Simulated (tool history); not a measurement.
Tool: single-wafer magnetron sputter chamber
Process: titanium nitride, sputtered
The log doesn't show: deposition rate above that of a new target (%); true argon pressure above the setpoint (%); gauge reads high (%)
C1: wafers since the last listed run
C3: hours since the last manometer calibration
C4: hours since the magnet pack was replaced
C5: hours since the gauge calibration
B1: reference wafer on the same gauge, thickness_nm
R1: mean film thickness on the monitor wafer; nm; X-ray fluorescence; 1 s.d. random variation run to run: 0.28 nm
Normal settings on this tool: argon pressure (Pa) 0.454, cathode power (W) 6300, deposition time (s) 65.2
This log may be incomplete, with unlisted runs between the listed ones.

{"run": 1, "hour": 0.0, "argon pressure (Pa)": 0.454, "cathode power (W)": 6300, "deposition time (s)": 68.4, "C1": 0, "wafers on the sputter target": 2769, "C3": 283.1, "C4": 3029.5, "C5": 458.6, "B1": 68.002, "R1": 80.695}
{"run": 2, "hour": 58.2, "argon pressure (Pa)": 0.454, "cathode power (W)": 6300, "deposition time (s)": 68.4, "C1": 1387, "wafers on the sputter target": 4157, "C3": 341.3, "C4": 3087.7, "C5": 516.8, "B1": 68.038, "R1": 80.416}
{"run": 3, "hour": 87.9, "argon pressure (Pa)": 0.454, "cathode power (W)": 6300, "deposition time (s)": 65.2, "C1": 708, "wafers on the sputter target": 4865, "C3": 371, "C4": 3117.4, "C5": 546.5, "B1": 67.969, "R1": 77.016}
{"hour": 130.1, "done": "sputter target and shields replaced"}
{"run": 4, "hour": 134.9, "argon pressure (Pa)": 0.497, "cathode power (W)": 6300, "deposition time (s)": 65.2, "C1": 930, "wafers on the sputter target": 113, "C3": 418, "C4": 3164.4, "C5": 593.5, "B1": 68.053, "R1": 76.289}
{"run": 5, "hour": 193.2, "argon pressure (Pa)": 0.497, "cathode power (W)": 6300, "deposition time (s)": 65.2, "C1": 1390, "wafers on the sputter target": 1503, "C3": 476.3, "C4": 3222.7, "C5": 651.8, "B1": 68.119, "R1": 75.84}
{"run": 6, "hour": 230.9, "argon pressure (Pa)": 0.454, "cathode power (W)": 6300, "deposition time (s)": 71, "C1": 899, "wafers on the sputter target": 2402, "C3": 514, "C4": 3260.4, "C5": 689.5, "B1": 67.964, "R1": 83.446}
{"run": 7, "hour": 266.7, "argon pressure (Pa)": 0.454, "cathode power (W)": 5700, "deposition time (s)": 55.4, "C1": 853, "wafers on the sputter target": 3256, "C3": 549.8, "C4": 3296.2, "C5": 725.3, "B1": 68.078, "R1": 59.514}
{"run": 8, "hour": 329.7, "argon pressure (Pa)": 0.454, "cathode power (W)": 5700, "deposition time (s)": 55.4, "C1": 1502, "wafers on the sputter target": 4758, "C3": 612.8, "C4": 3359.2, "C5": 788.3, "B1": 67.98, "R1": 60.019}
{"hour": 361.7, "done": "sputter target and shields replaced"}
{"run": 9, "hour": 377.9, "argon pressure (Pa)": 0.385, "cathode power (W)": 6300, "deposition time (s)": 65.2, "C1": 958, "wafers on the sputter target": 385, "C3": 661, "C4": 3407.4, "C5": 836.5, "B1": 68.131, "R1": 78.494}
{"run": 10, "hour": 425.7, "argon pressure (Pa)": 0.555, "cathode power (W)": 6800, "deposition time (s)": 65.2, "C1": 1139, "wafers on the sputter target": 1525, "C3": 708.8, "C4": 3455.2, "C5": 884.3, "B1": 68.115, "R1": 80.594}
{"run": 11, "hour": 556.4, "argon pressure (Pa)": 0.395, "cathode power (W)": 7300, "deposition time (s)": 75.1, "C1": 3116, "wafers on the sputter target": 4642, "C3": 839.5, "C4": 3585.9, "C5": 1015, "B1": 68.125, "R1": 103.046}
{"hour": 657.7, "done": "sputter target and shields replaced"}
{"run": 12, "hour": 766.7, "argon pressure (Pa)": 0.454, "cathode power (W)": 6300, "deposition time (s)": 65.2, "C1": 4824, "wafers on the sputter target": 2599, "C3": 1049.8, "C4": 3796.2, "C5": 1225.3, "B1": 68.165, "R1": 78.002}
{"hour": 787.2, "done": "capacitance manometer re-zeroed and calibrated"}
{"run": 13, "hour": 815.2, "argon pressure (Pa)": 0.346, "cathode power (W)": 6950, "deposition time (s)": 76.2, "C1": 965, "wafers on the sputter target": 3564, "C3": 28, "C4": 3844.7, "C5": 1273.8, "B1": 68.224, "R1": 99.082}
{"run": 14, "hour": 865.2, "argon pressure (Pa)": 0.454, "cathode power (W)": 7500, "deposition time (s)": 78.1, "C1": 1192, "wafers on the sputter target": 4757, "C3": 78, "C4": 3894.7, "C5": 1323.8, "B1": 68.046, "R1": 105.977}
{"run": 15, "hour": 907.0, "argon pressure (Pa)": 0.511, "cathode power (W)": 5700, "deposition time (s)": 65.2, "C1": 996, "wafers on the sputter target": 5754, "C3": 119.8, "C4": 3936.5, "C5": 1365.6, "B1": 68.127, "R1": 67.281}
{"hour": 923.3, "done": "sputter target and shields replaced"}
{"hour": 928.6, "done": "magnet pack replaced"}
{"run": 16, "hour": 963.4, "argon pressure (Pa)": 0.583, "cathode power (W)": 5650, "deposition time (s)": 60.4, "C1": 1029, "wafers on the sputter target": 830, "C3": 176.2, "C4": 34.8, "C5": 1422, "B1": 68.159, "R1": 61.034}
{"hour": 978.1, "done": "gauge calibrated"}
{"run": 17, "hour": 1024.9, "argon pressure (Pa)": 0.454, "cathode power (W)": 6300, "deposition time (s)": 65.2, "C1": 1466, "wafers on the sputter target": 2297, "C3": 237.7, "C4": 96.3, "C5": 46.8, "B1": 68.116, "R1": 74.703}
{"hour": 1084.7, "done": "capacitance manometer re-zeroed and calibrated, repeated, since the last time left the tool worse"}
{"hour": 1164.0, "done": "sputter target and shields replaced"}
{"run": 18, "hour": 1200.8, "argon pressure (Pa)": 0.454, "cathode power (W)": 6300, "deposition time (s)": 56.2, "C1": 3813, "wafers on the sputter target": 877, "C3": 116.1, "C4": 272.2, "C5": 222.7, "B1": 68.106, "R1": 66.047}
{"run": 19, "hour": 1258.8, "argon pressure (Pa)": 0.509, "cathode power (W)": 5650, "deposition time (s)": 57.2, "C1": 1383, "wafers on the sputter target": 2260, "C3": 174.1, "C4": 330.2, "C5": 280.7, "B1": 68.105, "R1": 59.898}
{"run": 20, "hour": 1318.9, "argon pressure (Pa)": 0.454, "cathode power (W)": 6300, "deposition time (s)": 60.1, "C1": 1433, "wafers on the sputter target": 3693, "C3": 234.2, "C4": 390.3, "C5": 340.8, "B1": 68.138, "R1": 71.126}
{"run": 21, "hour": 1344.4, "argon pressure (Pa)": 0.395, "cathode power (W)": 7700, "deposition time (s)": 65.2, "C1": 608, "wafers on the sputter target": 4302, "C3": 259.7, "C4": 415.8, "C5": 366.3, "B1": 68.044, "R1": 94.049}

Each row is a separate what-if for the run after 21, all from the same tool condition, not one after another. Results?
{"run": "A", "hour": 1344.8, "argon pressure (Pa)": 0.454, "cathode power (W)": 6300, "deposition time (s)": 65.2, "C1": 9, "wafers on the sputter target": 4311, "C3": 260.1, "C4": 416.2, "C5": 366.7, "B1": "?", "R1": "?"}
{"run": "B", "hour": 1344.8, "argon pressure (Pa)": 0.454, "cathode power (W)": 5150, "deposition time (s)": 75.1, "C1": 9, "wafers on the sputter target": 4311, "C3": 260.1, "C4": 416.2, "C5": 366.7, "B1": "?", "R1": "?"}
{"run": "C", "hour": 1344.8, "argon pressure (Pa)": 0.344, "cathode power (W)": 5500, "deposition time (s)": 59.9, "C1": 9, "wafers on the sputter target": 4311, "C3": 260.1, "C4": 416.2, "C5": 366.7, "B1": "?", "R1": "?"}
{"run": "D", "hour": 1344.8, "argon pressure (Pa)": 0.396, "cathode power (W)": 6300, "deposition time (s)": 65.2, "C1": 9, "wafers on the sputter target": 4311, "C3": 260.1, "C4": 416.2, "C5": 366.7, "B1": "?", "R1": "?"}
{"run": "E", "hour": 1344.8, "argon pressure (Pa)": 0.542, "cathode power (W)": 7450, "deposition time (s)": 69.1, "C1": 9, "wafers on the sputter target": 4311, "C3": 260.1, "C4": 416.2, "C5": 366.7, "B1": "?", "R1": "?"}

run=A B1=68.217 R1=76.879
run=B B1=68.217 R1=73.675
run=C B1=68.217 R1=64.154
run=D B1=68.217 R1=78.024
run=E B1=68.217 R1=93.069
What these runs would have given with no unlogged condition in the tool:
run=A R1=76.458
run=B R1=73.272
run=C R1=63.86
run=D R1=77.633
run=E R1=92.493
